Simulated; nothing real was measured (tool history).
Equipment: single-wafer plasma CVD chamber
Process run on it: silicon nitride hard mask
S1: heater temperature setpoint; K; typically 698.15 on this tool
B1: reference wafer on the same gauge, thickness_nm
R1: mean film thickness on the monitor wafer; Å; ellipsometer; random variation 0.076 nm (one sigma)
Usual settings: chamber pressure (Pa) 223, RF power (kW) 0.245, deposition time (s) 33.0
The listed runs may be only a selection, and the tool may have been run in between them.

Run 1, hour 0.0: usual settings; B1 27.605. Result: R1 319.40 Å.
Run 2, hour 38.6: usual settings; B1 27.593. Result: R1 317.50 Å.
Run 3, hour 100.2: usual settings; B1 27.620. Result: R1 317.99 Å.
Run 4, hour 132.5: usual settings; B1 27.632. Result: R1 317.05 Å.
Run 5, hour 191.4: usual settings; B1 27.599. Result: R1 316.57 Å.
Run 6, hour 241.9: usual settings; B1 27.606. Result: R1 315.98 Å.
Run 7, hour 308.3: usual settings; B1 27.615. Result: R1 315.01 Å.
Run 8, hour 372.0: usual settings; B1 27.613. Result: R1 316.04 Å.
Run 9, hour 427.3: usual settings; B1 27.637. Result: R1 314.92 Å.
Run 10, hour 536.4: usual settings; B1 27.612. Result: R1 315.96 Å.
Run 11, hour 733.4: usual settings; B1 27.602. Result: R1 323.96 Å.
Run 12, hour 772.0: usual settings but chamber pressure (Pa) 192; B1 27.604. Result: R1 308.95 Å.
Run 13, hour 830.9: usual settings; B1 27.598. Result: R1 319.33 Å.
Run 14, hour 894.5: usual settings but RF power (kW) 0.260, deposition time (s) 36.8; B1 27.570. Result: R1 367.35 Å.
Run 15, hour 940.4: usual settings but deposition time (s) 36.9; B1 27.567. Result: R1 356.97 Å.
Run 16, hour 974.1: usual settings but S1 710.15 K, deposition time (s) 26.8; B1 27.584. Result: R1 256.97 Å.
Run 17, hour 1034.0: usual settings but chamber pressure (Pa) 195; B1 27.580. Result: R1 312.60 Å.
Run 18, hour 1086.4: usual settings but RF power (kW) 0.220, deposition time (s) 26.5; B1 27.589. Result: R1 242.08 Å.
Run 19, hour 1120.0: usual settings but S1 686.15 K, chamber pressure (Pa) 269, RF power (kW) 0.225, deposition time (s) 28.0; B1 27.591. Result: R1 273.55 Å.
Run 20, hour 1184.0: usual settings but chamber pressure (Pa) 277; B1 27.599. Result: R1 342.00 Å.
Run 21, hour 1252.9: usual settings; B1 27.593. Result: R1 320.72 Å.
Run 22, hour 1302.2: usual settings; B1 27.632. Result: R1 320.10 Å.
Run 23, hour 1326.8: usual settings but S1 685.15 K, chamber pressure (Pa) 175; B1 27.590. Result: R1 300.40 Å.
Run 24, hour 1393.8: usual settings but S1 686.15 K; B1 27.601. Result: R1 320.99 Å.
Run 25, hour 1462.8: usual settings but chamber pressure (Pa) 273, deposition time (s) 27.2; B1 27.601. Result: R1 277.01 Å.
Run 26, hour 1516.5: usual settings; B1 27.604. Result: R1 319.50 Å.

Withheld: 6 entries from between the runs. Position of each, and hidden state at the listed run before versus the listed run after:
After run 2, before run 3: gauge calibrated (hour 40.1)
  delivered RF power above the setpoint (%): -3.75 -> -4.1; true pressure above the setpoint (%): -6.31 -> -6.38
  the result without the hidden state subtracted from the measured one, R1: -13.34 -> -14.16 Å
After run 10, before run 11: showerhead replaced (hour 664.8); RF generator calibrated (hour 687.4)
  delivered RF power above the setpoint (%): -5.37 -> -1.5; true pressure above the setpoint (%): -6.81 -> -6.94
  the result without the hidden state subtracted from the measured one, R1: -17.18 -> -9.49 Å
After run 13, before run 14: gauge calibrated (hour 869.0)
  delivered RF power above the setpoint (%): -2.66 -> -3.25; true pressure above the setpoint (%): -7 -> -7.04
  the result without the hidden state subtracted from the measured one, R1: -11.81 -> -15.05 Å
After run 16, before run 17: capacitance manometer re-zeroed and calibrated (hour 1033.5)
  delivered RF power above the setpoint (%): -3.86 -> -4.23; true pressure above the setpoint (%): -7.08 -> 0.557
  the result without the hidden state subtracted from the measured one, R1: -11.58 -> -7.85 Å
After run 19, before run 20: thermocouple changed; heater temperature recalibrated (hour 1160.5)
  delivered RF power above the setpoint (%): -4.66 -> -4.91; true pressure above the setpoint (%): -0.137 -> -0.615
  the result without the hidden state subtracted from the measured one, R1: -8.61 -> -11.21 Å
